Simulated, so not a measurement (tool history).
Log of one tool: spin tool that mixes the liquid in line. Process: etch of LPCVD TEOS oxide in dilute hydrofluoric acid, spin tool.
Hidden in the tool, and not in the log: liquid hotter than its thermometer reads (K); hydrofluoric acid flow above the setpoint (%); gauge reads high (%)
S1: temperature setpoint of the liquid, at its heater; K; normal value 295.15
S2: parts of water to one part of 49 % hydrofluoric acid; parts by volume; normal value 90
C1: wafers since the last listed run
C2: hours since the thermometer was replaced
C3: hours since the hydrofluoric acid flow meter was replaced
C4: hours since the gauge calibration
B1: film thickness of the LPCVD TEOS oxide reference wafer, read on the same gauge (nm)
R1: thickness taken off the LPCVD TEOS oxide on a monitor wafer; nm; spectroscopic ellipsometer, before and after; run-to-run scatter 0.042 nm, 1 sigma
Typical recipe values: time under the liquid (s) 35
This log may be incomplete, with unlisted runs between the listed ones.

{"run": 1, "hour": 0.0, "S1": 295.15, "S2": 90, "time under the liquid (s)": 35, "C1": 0, "C2": 1418.4, "C3": 169.6, "C4": 147.3, "B1": 89.99, "R1": 11.01}
{"run": 2, "hour": 29.7, "S1": 295.15, "S2": 90, "time under the liquid (s)": 35, "C1": 438, "C2": 1448.1, "C3": 199.3, "C4": 177.0, "B1": 90.01, "R1": 10.98}
{"run": 3, "hour": 48.1, "S1": 295.15, "S2": 90, "time under the liquid (s)": 35, "C1": 271, "C2": 1466.5, "C3": 217.7, "C4": 195.4, "B1": 89.98, "R1": 10.97}
{"run": 4, "hour": 67.6, "S1": 295.15, "S2": 90, "time under the liquid (s)": 35, "C1": 287, "C2": 1486.0, "C3": 237.2, "C4": 214.9, "B1": 90.01, "R1": 11.03}
{"run": 5, "hour": 168.8, "S1": 295.15, "S2": 90, "time under the liquid (s)": 35, "C1": 1494, "C2": 1587.2, "C3": 338.4, "C4": 316.1, "B1": 90.03, "R1": 11.09}
{"hour": 195.7, "done": "hydrofluoric acid flow meter replaced"}
{"run": 6, "hour": 196.2, "S1": 295.15, "S2": 90, "time under the liquid (s)": 35, "C1": 389, "C2": 1614.6, "C3": 0.5, "C4": 343.5, "B1": 90.03, "R1": 10.83}
{"run": 7, "hour": 216.4, "S1": 291.65, "S2": 90, "time under the liquid (s)": 35, "C1": 298, "C2": 1634.8, "C3": 20.7, "C4": 363.7, "B1": 90.02, "R1": 9.39}
{"run": 8, "hour": 229.5, "S1": 291.65, "S2": 90, "time under the liquid (s)": 35, "C1": 193, "C2": 1647.9, "C3": 33.8, "C4": 376.8, "B1": 90.01, "R1": 9.42}
{"run": 9, "hour": 249.2, "S1": 291.65, "S2": 90, "time under the liquid (s)": 35, "C1": 290, "C2": 1667.6, "C3": 53.5, "C4": 396.5, "B1": 90.0, "R1": 9.36}
{"hour": 262.2, "done": "thermometer replaced"}
{"run": 10, "hour": 265.2, "S1": 294.15, "S2": 90, "time under the liquid (s)": 35, "C1": 221, "C2": 3.0, "C3": 69.5, "C4": 412.5, "B1": 89.97, "R1": 10.46}
{"run": 11, "hour": 287.1, "S1": 295.15, "S2": 130, "time under the liquid (s)": 45, "C1": 323, "C2": 24.9, "C3": 91.4, "C4": 434.4, "B1": 90.05, "R1": 9.31}
{"run": 12, "hour": 300.8, "S1": 295.15, "S2": 90, "time under the liquid (s)": 35, "C1": 202, "C2": 38.6, "C3": 105.1, "C4": 448.1, "B1": 90.01, "R1": 10.95}
{"run": 13, "hour": 335.3, "S1": 295.15, "S2": 130, "time under the liquid (s)": 35, "C1": 509, "C2": 73.1, "C3": 139.6, "C4": 482.6, "B1": 89.98, "R1": 7.23}
{"run": 14, "hour": 362.7, "S1": 295.15, "S2": 90, "time under the liquid (s)": 35, "C1": 404, "C2": 100.5, "C3": 167.0, "C4": 510.0, "B1": 90.0, "R1": 10.96}
{"run": 15, "hour": 394.7, "S1": 295.15, "S2": 90, "time under the liquid (s)": 50, "C1": 472, "C2": 132.5, "C3": 199.0, "C4": 542.0, "B1": 90.02, "R1": 15.76}
{"run": 16, "hour": 410.9, "S1": 296.65, "S2": 90, "time under the liquid (s)": 50, "C1": 239, "C2": 148.7, "C3": 215.2, "C4": 558.2, "B1": 90.03, "R1": 16.84}
{"run": 17, "hour": 437.1, "S1": 295.15, "S2": 90, "time under the liquid (s)": 35, "C1": 386, "C2": 174.9, "C3": 241.4, "C4": 584.4, "B1": 89.96, "R1": 11.01}
{"run": 18, "hour": 462.5, "S1": 292.15, "S2": 125, "time under the liquid (s)": 35, "C1": 375, "C2": 200.3, "C3": 266.8, "C4": 609.8, "B1": 89.96, "R1": 6.78}
{"hour": 469.5, "done": "gauge calibrated"}
{"run": 19, "hour": 538.1, "S1": 295.15, "S2": 70, "time under the liquid (s)": 35, "C1": 1116, "C2": 275.9, "C3": 342.4, "C4": 68.6, "B1": 90.04, "R1": 14.55}
{"run": 20, "hour": 563.6, "S1": 299.15, "S2": 110, "time under the liquid (s)": 15, "C1": 376, "C2": 301.4, "C3": 367.9, "C4": 94.1, "B1": 90.03, "R1": 4.44}
{"run": 21, "hour": 597.2, "S1": 295.15, "S2": 90, "time under the liquid (s)": 35, "C1": 496, "C2": 335.0, "C3": 401.5, "C4": 127.7, "B1": 90.01, "R1": 11.11}

Branching from run 21: 3 alternative next runs. What would each branch give?
{"run": "A", "hour": 597.6, "S1": 290.65, "S2": 90, "time under the liquid (s)": 35, "C1": 5, "C2": 335.4, "C3": 401.9, "C4": 128.1, "B1": "?", "R1": "?"}
{"run": "B", "hour": 597.6, "S1": 291.15, "S2": 90, "time under the liquid (s)": 55, "C1": 5, "C2": 335.4, "C3": 401.9, "C4": 128.1, "B1": "?", "R1": "?"}
{"run": "C", "hour": 597.6, "S1": 296.65, "S2": 90, "time under the liquid (s)": 35, "C1": 5, "C2": 335.4, "C3": 401.9, "C4": 128.1, "B1": "?", "R1": "?"}

run=A B1=90.04 R1=9.26
run=B B1=90.04 R1=14.86
run=C B1=90.04 R1=11.86
Had the tool no hidden state, the same runs would have come out as:
run=A R1=8.96
run=B R1=14.38
run=C R1=11.47
